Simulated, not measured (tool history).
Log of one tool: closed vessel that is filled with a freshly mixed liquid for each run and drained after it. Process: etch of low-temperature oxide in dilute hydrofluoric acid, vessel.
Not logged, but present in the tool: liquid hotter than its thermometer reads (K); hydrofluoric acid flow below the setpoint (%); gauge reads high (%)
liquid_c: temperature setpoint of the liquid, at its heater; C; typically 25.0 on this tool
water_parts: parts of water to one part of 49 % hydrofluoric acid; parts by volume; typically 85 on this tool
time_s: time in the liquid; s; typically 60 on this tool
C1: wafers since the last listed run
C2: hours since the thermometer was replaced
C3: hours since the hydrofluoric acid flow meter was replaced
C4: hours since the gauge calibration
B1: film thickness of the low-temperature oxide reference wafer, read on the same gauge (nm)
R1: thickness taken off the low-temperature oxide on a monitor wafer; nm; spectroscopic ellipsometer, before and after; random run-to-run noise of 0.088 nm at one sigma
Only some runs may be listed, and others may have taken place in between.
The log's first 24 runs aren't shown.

Run 25, hour 366.0: usual settings but liquid_c 27.5 C; C1 1537; C2 232.4; C3 239.1; C4 221.3; B1 139.97. Result: R1 11.15 nm.
Run 26, hour 373.7: usual settings; C1 896; C2 240.1; C3 246.8; C4 229.0; B1 140.00. Result: R1 10.18 nm.
Run 27, hour 382.6: usual settings but liquid_c 20.5 C; C1 1036; C2 249.0; C3 255.7; C4 237.9; B1 140.00. Result: R1 8.44 nm.
Run 28, hour 389.5: usual settings but liquid_c 21.0 C; C1 803; C2 255.9; C3 262.6; C4 244.8; B1 140.01. Result: R1 8.69 nm.
Run 29, hour 402.1: usual settings; C1 1467; C2 268.5; C3 275.2; C4 257.4; B1 139.99. Result: R1 9.99 nm.
Run 30, hour 412.7: usual settings but liquid_c 23.0 C, time_s 80 s; C1 1234; C2 279.1; C3 285.8; C4 268.0; B1 140.00. Result: R1 12.67 nm.
Run 31, hour 429.6: usual settings but time_s 80 s; C1 1968; C2 296.0; C3 302.7; C4 284.9; B1 139.97. Result: R1 13.80 nm.
Run 32, hour 445.6: usual settings but liquid_c 23.0 C, water_parts 60 parts by volume; C1 1863; C2 312.0; C3 318.7; C4 300.9; B1 140.00. Result: R1 13.86 nm.
At hour 446.2: gauge calibrated.
Run 33, hour 459.3: usual settings but liquid_c 27.0 C, water_parts 110 parts by volume, time_s 35 s; C1 1595; C2 325.7; C3 332.4; C4 13.1; B1 140.00. Result: R1 4.85 nm.

What if the next run were any one of these 3? Each begins from the tool's condition after run 33:
Run A, hour 460.0: usual settings; C1 81; C2 326.4; C3 333.1; C4 13.8; B1 ?. Result: R1 ?.
Run B, hour 460.0: usual settings but water_parts 55 parts by volume, time_s 30 s; C1 81; C2 326.4; C3 333.1; C4 13.8; B1 ?. Result: R1 ?.
Run C, hour 460.0: usual settings but water_parts 110 parts by volume, time_s 75 s; C1 81; C2 326.4; C3 333.1; C4 13.8; B1 ?. Result: R1 ?.

run      B1     R1
  A  140.03  10.32
  B  140.03   8.31
  C  140.03   9.64
With the hidden condition removed and each run's random variation left untouched, the same runs would have given:
run    R1
  A  9.69
  B  7.79
  C  9.07
